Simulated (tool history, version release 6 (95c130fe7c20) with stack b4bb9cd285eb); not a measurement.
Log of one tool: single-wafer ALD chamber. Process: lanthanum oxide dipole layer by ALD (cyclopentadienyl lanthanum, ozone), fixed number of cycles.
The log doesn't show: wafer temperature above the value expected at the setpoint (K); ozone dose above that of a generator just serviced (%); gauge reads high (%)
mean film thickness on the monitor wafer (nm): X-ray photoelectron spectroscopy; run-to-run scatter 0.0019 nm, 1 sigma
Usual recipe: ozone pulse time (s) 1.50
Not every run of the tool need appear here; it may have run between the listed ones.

run    hour  ozone pulse time (s)  wafers since the last listed run  hours since the last thermocouple change  hours since the last ozone generator service  hours since the showerhead was replaced  hours since the gauge calibration  read-back reference wafer on the same gauge, thickness_nm  mean film thickness on the monitor wafer (nm)
  1     0.0                  1.50                                 0                                     633.6                                         251.3                                   5530.2                              444.5                                                      0.614                                          0.522
  2    93.7                  1.50                              1668                                     727.3                                         345.0                                   5623.9                              538.2                                                      0.614                                          0.522
  3   145.2                  1.50                               916                                     778.8                                         396.5                                   5675.4                              589.7                                                      0.614                                          0.522
  4   240.5                  1.28                              1696                                     874.1                                         491.8                                   5770.7                              685.0                                                      0.614                                          0.500
  5   316.7                  1.28                              1356                                     950.3                                         568.0                                   5846.9                              761.2                                                      0.614                                          0.503
  6   384.0                  1.50                              1198                                    1017.6                                         635.3                                   5914.2                              828.5                                                      0.614                                          0.524
  7   468.0                  1.04                              1495                                    1101.6                                         719.3                                   5998.2                              912.5                                                      0.613                                          0.457
      510.4  -- showerhead replaced
  8   558.9                  1.25                              1476                                    1192.5                                         810.2                                     48.5                             1003.4                                                      0.613                                          0.499
  9   596.0                  1.25                               660                                    1229.6                                         847.3                                     85.6                             1040.5                                                      0.614                                          0.495
 10   646.0                  1.50                               890                                    1279.6                                         897.3                                    135.6                             1090.5                                                      0.613                                          0.521
 11   731.3                  1.94                              1518                                    1364.9                                         982.6                                    220.9                             1175.8                                                      0.614                                          0.541
 12   799.6                  1.86                              1216                                    1433.2                                        1050.9                                    289.2                             1244.1                                                      0.614                                          0.540
      814.7  -- thermocouple changed; heater temperature recalibrated
 13   858.1                  1.34                               899                                      43.4                                        1109.4                                    347.7                             1302.6                                                      0.614                                          0.506
 14   936.7                  1.84                              1399                                     122.0                                        1188.0                                    426.3                             1381.2                                                      0.614                                          0.538
      974.7  -- ozone generator serviced
 15  1006.3                  1.15                              1096                                     191.6                                          31.6                                    495.9                             1450.8                                                      0.614                                          0.482
 16  1198.7                  1.26                              3425                                     384.0                                         224.0                                    688.3                             1643.2                                                      0.614                                          0.496
     1234.1  -- gauge calibrated
 17  1289.7                  1.28                              1620                                     475.0                                         315.0                                    779.3                               55.6                                                      0.614                                          0.503
 18  1382.6                  1.50                              1654                                     567.9                                         407.9                                    872.2                              148.5                                                      0.614                                          0.526
 19  1466.6                  1.78                              1495                                     651.9                                         491.9                                    956.2                              232.5                                                      0.614                                          0.539
 20  1551.1                  1.10                              1504                                     736.4                                         576.4                                   1040.7                              317.0                                                      0.614                                          0.470

Consider 3 possible next runs. They are alternatives, not a sequence: every one starts from the tool as it was left by run 20. What does each give?
  A  1551.5                  1.76                                 7                                     736.8                                         576.8                                   1041.1                              317.4                                                          ?                                              ?
  B  1551.5                  2.06                                 7                                     736.8                                         576.8                                   1041.1                              317.4                                                          ?                                              ?
  C  1551.5                  0.91                                 7                                     736.8                                         576.8                                   1041.1                              317.4                                                          ?                                              ?

run  read-back reference wafer on the same gauge, thickness_nm  mean film thickness on the monitor wafer (nm)
  A                                                      0.614                                          0.537
  B                                                      0.614                                          0.544
  C                                                      0.614                                          0.419
With the hidden condition removed and each run's random variation left untouched, the same runs would have given:
run  mean film thickness on the monitor wafer (nm)
  A                                          0.537
  B                                          0.544
  C                                          0.419

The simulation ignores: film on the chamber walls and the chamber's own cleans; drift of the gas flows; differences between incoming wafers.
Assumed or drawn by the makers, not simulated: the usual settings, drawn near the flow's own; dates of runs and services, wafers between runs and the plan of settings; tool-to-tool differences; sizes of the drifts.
